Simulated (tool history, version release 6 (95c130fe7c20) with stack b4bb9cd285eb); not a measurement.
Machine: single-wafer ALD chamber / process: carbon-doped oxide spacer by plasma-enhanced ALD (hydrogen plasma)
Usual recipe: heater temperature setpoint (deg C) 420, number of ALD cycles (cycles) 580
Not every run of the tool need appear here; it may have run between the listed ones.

run	day	heater temperature setpoint (deg C)	number of ALD cycles (cycles)	wafers since the last listed run	hours since the last thermocouple change	hours since the gauge calibration	read-back reference wafer on the same gauge, thickness_nm	mean film thickness on the monitor wafer (angstrom)
1	0	420	580	0	1500.9	209.7	24.026	252.87
2	1.392	420	643	15	1534.3	243.1	23.997	280.78
3	1.892	431	580	5	1546.3	255.1	24.014	244.22
4	3.283	431	580	15	1579.7	288.5	24.017	244.3
5	4.329	420	608	11	1604.8	313.6	23.983	264.02
# day 5.729: thermocouple changed; heater temperature recalibrated
6	5.75	420	608	11	0.5	347.7	23.988	265.62
7	6.321	415	580	6	14.2	361.4	23.975	256.8
8	7.796	420	608	16	49.6	396.8	23.967	264.76
9	8.921	425	466	12	76.6	423.8	23.963	199.61
# day 9.6: gauge calibrated
10	10.017	420	676	12	102.9	10	24.308	297
11	10.812	427	514	8	122	29.1	24.258	222.74
12	11.538	412	580	7	139.4	46.5	24.225	260.01
13	12.533	420	580	10	163.3	70.4	24.159	252.63
14	13.792	430	486	13	193.5	100.6	24.081	206.47
15	15.192	409	580	15	227.1	134.2	24.059	261.51

Forecast each of these 5 alternatives for the next run:
A	15.246	420	580	0	228.4	135.5	?	?
B	15.246	410	654	0	228.4	135.5	?	?
C	15.246	433	678	0	228.4	135.5	?	?
D	15.246	429	683	0	228.4	135.5	?	?
E	15.246	432	687	0	228.4	135.5	?	?

run	read-back reference wafer on the same gauge, thickness_nm	mean film thickness on the monitor wafer (angstrom)
A	24.059	253.41
B	24.059	294.01
C	24.059	285.08
D	24.059	290.64
E	24.059	289.73
Stripped of hidden state, with their random variation kept, the same runs would have yielded:
run	mean film thickness on the monitor wafer (angstrom)
A	255.85
B	296.85
C	287.83
D	293.44
E	292.53

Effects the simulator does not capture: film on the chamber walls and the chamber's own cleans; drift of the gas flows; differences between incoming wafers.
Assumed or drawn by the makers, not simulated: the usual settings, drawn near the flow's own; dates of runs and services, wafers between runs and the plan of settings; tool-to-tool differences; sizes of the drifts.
